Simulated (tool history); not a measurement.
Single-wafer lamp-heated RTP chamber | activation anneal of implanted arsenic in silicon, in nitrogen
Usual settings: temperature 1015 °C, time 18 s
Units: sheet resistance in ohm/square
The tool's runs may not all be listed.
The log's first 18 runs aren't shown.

run	day	temperature	time	wafers since the last listed run	wafers since the last pyrometer calibration	wafers since the reflector plate was cleaned	hours since the gauge calibration	read-back reference wafer on the same gauge, sheet resistance	sheet resistance
19	14.396	1015	10	116	1230	1267	136.7	111.04	136.45
20	15.100	1015	28	201	1432	1469	153.6	111.04	128.52
21	15.704	1033	26	173	1605	1642	168.1	110.94	125.25
22	16.167	1024	9	132	1737	1774	179.2	111.01	135.94
23	16.446	1015	13	79	1817	1854	185.9	111.02	133.97
24	16.733	1015	18	82	1899	1937	192.8	110.90	132.49
25	17.225	1002	12	140	2040	2078	204.6	110.93	138.67
26	17.650	996	26	121	2162	2199	214.8	111.00	131.74
27	18.338	1037	25	196	2359	2396	231.3	111.01	124.35
28	18.662	1042	21	93	2452	2489	239.1	111.04	125.62
29	18.992	992	24	94	2546	2583	247.0	111.03	135.78
30	20.683	1006	13	484	3030	3068	287.6	111.03	136.19

Forecast each of these 5 alternatives for the next run:
A	20.700	1015	18	4	3035	3073	288.0	?	?
B	20.700	1005	27	4	3035	3073	288.0	?	?
C	20.700	988	22	4	3035	3073	288.0	?	?
D	20.700	1043	9	4	3035	3073	288.0	?	?
E	20.700	997	18	4	3035	3073	288.0	?	?

run	read-back reference wafer on the same gauge, sheet resistance	sheet resistance
A	110.97	131.89
B	110.97	130.38
C	110.97	136.56
D	110.97	132.31
E	110.97	136.08
Without the tool's hidden state the same runs would have given:
run	sheet resistance
A	134.12
B	132.80
C	139.34
D	134.26
E	138.68
